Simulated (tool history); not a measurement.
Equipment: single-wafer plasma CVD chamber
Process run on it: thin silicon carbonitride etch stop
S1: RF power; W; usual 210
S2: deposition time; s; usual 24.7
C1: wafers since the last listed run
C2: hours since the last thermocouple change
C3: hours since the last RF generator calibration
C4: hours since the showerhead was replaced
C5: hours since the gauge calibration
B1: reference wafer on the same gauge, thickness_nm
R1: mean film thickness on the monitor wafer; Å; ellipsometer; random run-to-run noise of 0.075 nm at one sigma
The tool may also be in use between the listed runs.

| run | hour | S1 | S2 | C1 | C2 | C3 | C4 | C5 | B1 | R1 |
|---|---|---|---|---|---|---|---|---|---|---|
| 1 | 0.0 | 210 | 24.7 | 0 | 1201.5 | 1074.6 | 2686.4 | 668.4 | 13.703 | 148.56 |
| 2 | 61.2 | 210 | 24.7 | 1657 | 1262.7 | 1135.8 | 2747.6 | 729.6 | 13.721 | 149.51 |
| 3 | 102.8 | 210 | 24.7 | 1126 | 1304.3 | 1177.4 | 2789.2 | 771.2 | 13.700 | 148.49 |
|  | 139.2 | RF generator calibrated |
| 4 | 196.2 | 240 | 28.1 | 2312 | 1397.7 | 57.0 | 2882.6 | 864.6 | 13.695 | 178.15 |
| 5 | 240.7 | 210 | 24.7 | 1205 | 1442.2 | 101.5 | 2927.1 | 909.1 | 13.722 | 146.77 |
|  | 288.3 | thermocouple changed; heater temperature recalibrated |
| 6 | 296.5 | 210 | 24.7 | 1294 | 8.2 | 157.3 | 2982.9 | 964.9 | 13.694 | 148.97 |
| 7 | 349.7 | 210 | 24.7 | 1440 | 61.4 | 210.5 | 3036.1 | 1018.1 | 13.718 | 148.79 |
| 8 | 426.2 | 210 | 24.7 | 2071 | 137.9 | 287.0 | 3112.6 | 1094.6 | 13.701 | 149.34 |
| 9 | 503.3 | 210 | 24.7 | 2088 | 215.0 | 364.1 | 3189.7 | 1171.7 | 13.686 | 149.15 |
| 10 | 562.9 | 210 | 24.7 | 1614 | 274.6 | 423.7 | 3249.3 | 1231.3 | 13.682 | 149.26 |
| 11 | 654.1 | 210 | 24.7 | 2469 | 365.8 | 514.9 | 3340.5 | 1322.5 | 13.719 | 149.50 |
| 12 | 738.9 | 210 | 24.7 | 2296 | 450.6 | 599.7 | 3425.3 | 1407.3 | 13.697 | 148.00 |
| 13 | 826.2 | 210 | 24.7 | 2364 | 537.9 | 687.0 | 3512.6 | 1494.6 | 13.689 | 147.63 |
| 14 | 872.0 | 190 | 22.7 | 1240 | 583.7 | 732.8 | 3558.4 | 1540.4 | 13.719 | 131.45 |
| 15 | 961.7 | 190 | 24.7 | 2429 | 673.4 | 822.5 | 3648.1 | 1630.1 | 13.681 | 143.00 |
| 16 | 1050.7 | 190 | 24.7 | 2410 | 762.4 | 911.5 | 3737.1 | 1719.1 | 13.700 | 143.43 |
| 17 | 1134.2 | 200 | 24.7 | 2261 | 845.9 | 995.0 | 3820.6 | 1802.6 | 13.696 | 147.02 |
| 18 | 1177.3 | 200 | 24.7 | 1167 | 889.0 | 1038.1 | 3863.7 | 1845.7 | 13.689 | 145.66 |
| 19 | 1254.7 | 210 | 24.7 | 2096 | 966.4 | 1115.5 | 3941.1 | 1923.1 | 13.695 | 149.56 |
| 20 | 1324.7 | 250 | 27.4 | 1895 | 1036.4 | 1185.5 | 4011.1 | 1993.1 | 13.678 | 176.72 |
| 21 | 1383.2 | 220 | 28.8 | 1584 | 1094.9 | 1244.0 | 4069.6 | 2051.6 | 13.697 | 176.56 |
|  | 1615.0 | RF generator calibrated |
|  | 1667.0 | gauge calibrated |
| 22 | 1695.9 | 180 | 27.6 | 8252 | 1407.6 | 80.9 | 4382.3 | 28.9 | 13.718 | 156.30 |
| 23 | 1765.4 | 240 | 24.7 | 1882 | 1477.1 | 150.4 | 4451.8 | 98.4 | 13.712 | 157.50 |
|  | 1812.0 | thermocouple changed; heater temperature recalibrated |
| 24 | 1824.5 | 250 | 27.4 | 1383 | 12.5 | 209.5 | 4510.9 | 157.5 | 13.697 | 176.60 |
| 25 | 1891.8 | 185 | 24.7 | 1822 | 79.8 | 276.8 | 4578.2 | 224.8 | 13.709 | 141.00 |
| 26 | 2001.5 | 210 | 24.7 | 2971 | 189.5 | 386.5 | 4687.9 | 334.5 | 13.689 | 150.23 |
| 27 | 2075.9 | 210 | 24.7 | 2014 | 263.9 | 460.9 | 4762.3 | 408.9 | 13.695 | 148.62 |
| 28 | 2129.7 | 245 | 22.8 | 1457 | 317.7 | 514.7 | 4816.1 | 462.7 | 13.719 | 146.37 |
| 29 | 2263.6 | 225 | 28.5 | 3626 | 451.6 | 648.6 | 4950.0 | 596.6 | 13.709 | 176.75 |
|  | 2288.6 | showerhead replaced |
| 30 | 2554.7 | 190 | 28.6 | 7667 | 742.7 | 939.7 | 266.1 | 887.7 | 13.715 | 163.98 |
| 31 | 2627.5 | 190 | 23.2 | 1971 | 815.5 | 1012.5 | 338.9 | 960.5 | 13.706 | 133.70 |
| 32 | 2762.1 | 210 | 28.6 | 3645 | 950.1 | 1147.1 | 473.5 | 1095.1 | 13.712 | 171.31 |
|  | 2809.9 | RF generator calibrated |
| 33 | 2849.9 | 245 | 20.7 | 2161 | 1037.9 | 40.0 | 561.3 | 1182.9 | 13.679 | 133.09 |
| 34 | 2950.9 | 225 | 23.2 | 2735 | 1138.9 | 141.0 | 662.3 | 1283.9 | 13.725 | 143.74 |
| 35 | 2990.4 | 225 | 24.7 | 1069 | 1178.4 | 180.5 | 701.8 | 1323.4 | 13.714 | 151.60 |
| 36 | 3088.0 | 210 | 29.3 | 2643 | 1276.0 | 278.1 | 799.4 | 1421.0 | 13.709 | 176.73 |

How the hidden state differs across the entries between the runs, from the last listed run before each to the first after it:
Between runs 3 and 4: RF generator calibrated (hour 139.2)
  no hidden state differs between the two runs
Between runs 5 and 6: thermocouple changed; heater temperature recalibrated (hour 288.3)
  no hidden state differs between the two runs
Between runs 21 and 22: RF generator calibrated (hour 1615.0); gauge calibrated (hour 1667.0)
  no hidden state differs between the two runs
Between runs 23 and 24: thermocouple changed; heater temperature recalibrated (hour 1812.0)
  no hidden state differs between the two runs
Between runs 29 and 30: showerhead replaced (hour 2288.6)
  no hidden state differs between the two runs
Between runs 32 and 33: RF generator calibrated (hour 2809.9)
  no hidden state differs between the two runs
